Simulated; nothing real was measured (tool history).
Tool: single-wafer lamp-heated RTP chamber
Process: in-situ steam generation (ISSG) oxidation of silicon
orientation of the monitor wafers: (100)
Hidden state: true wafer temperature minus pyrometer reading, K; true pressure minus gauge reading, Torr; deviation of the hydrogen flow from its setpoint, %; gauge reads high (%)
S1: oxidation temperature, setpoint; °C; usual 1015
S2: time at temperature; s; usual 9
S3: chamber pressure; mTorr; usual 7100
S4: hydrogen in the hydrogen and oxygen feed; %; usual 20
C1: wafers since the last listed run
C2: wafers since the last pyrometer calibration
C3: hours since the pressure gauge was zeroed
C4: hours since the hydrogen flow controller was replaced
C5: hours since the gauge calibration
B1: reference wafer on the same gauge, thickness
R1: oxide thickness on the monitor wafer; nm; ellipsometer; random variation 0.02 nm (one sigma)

run,hour,S1,S2,S3,S4,C1,C2,C3,C4,C5,B1,R1
1,0.0,1015,9,8000,20,0,1562,3859.6,5606.5,282.1,3.329,3.766
2,16.0,1015,9,8000,20,142,1704,3875.6,5622.5,298.1,3.327,3.762
3,26.6,1015,9,8000,20,94,1798,3886.2,5633.1,308.7,3.331,3.777
4,37.7,1015,9,7100,20,98,1897,3897.3,5644.2,319.8,3.329,3.728
5,44.7,1027,9,7100,20,62,1959,3904.3,5651.2,326.8,3.324,3.880
6,53.5,1027,9,7100,20,78,2037,3913.1,5660.0,335.6,3.334,3.957
# hour 62.4: pressure gauge zeroed
7,65.7,1001,9,7100,20,37,2074,3.3,5672.2,347.8,3.327,3.575
8,75.0,1001,9,7100,20,82,2157,12.6,5681.5,357.1,3.328,3.548
9,88.8,1010,9,8200,20,122,2279,26.4,5695.3,370.9,3.323,3.689
10,99.8,1010,9,8200,20,97,2377,37.4,5706.3,381.9,3.328,3.666
11,111.2,1024,8,7100,20,101,2478,48.8,5717.7,393.3,3.324,3.709
12,121.0,1027,7,7100,24,86,2565,58.6,5727.5,403.1,3.328,3.668
# hour 134.7: pyrometer window cleaned and pyrometer calibrated
13,135.2,1015,9,7100,20,55,4,72.8,5741.7,417.3,3.322,3.596
14,137.8,1015,9,7100,20,23,27,75.4,5744.3,419.9,3.331,3.626
15,147.0,1015,9,7100,20,81,109,84.6,5753.5,429.1,3.328,3.608
16,160.9,1015,9,7100,20,123,232,98.5,5767.4,443.0,3.336,3.664

Run 17 comes next. What will it give?
17,177.3,1015,9,7100,20,145,378,114.9,5783.8,459.4,?,?

{"run 17": {"B1": 3.33, "R1": 3.693}}
Without the tool's hidden state the same run would have given R1 3.630 nm.
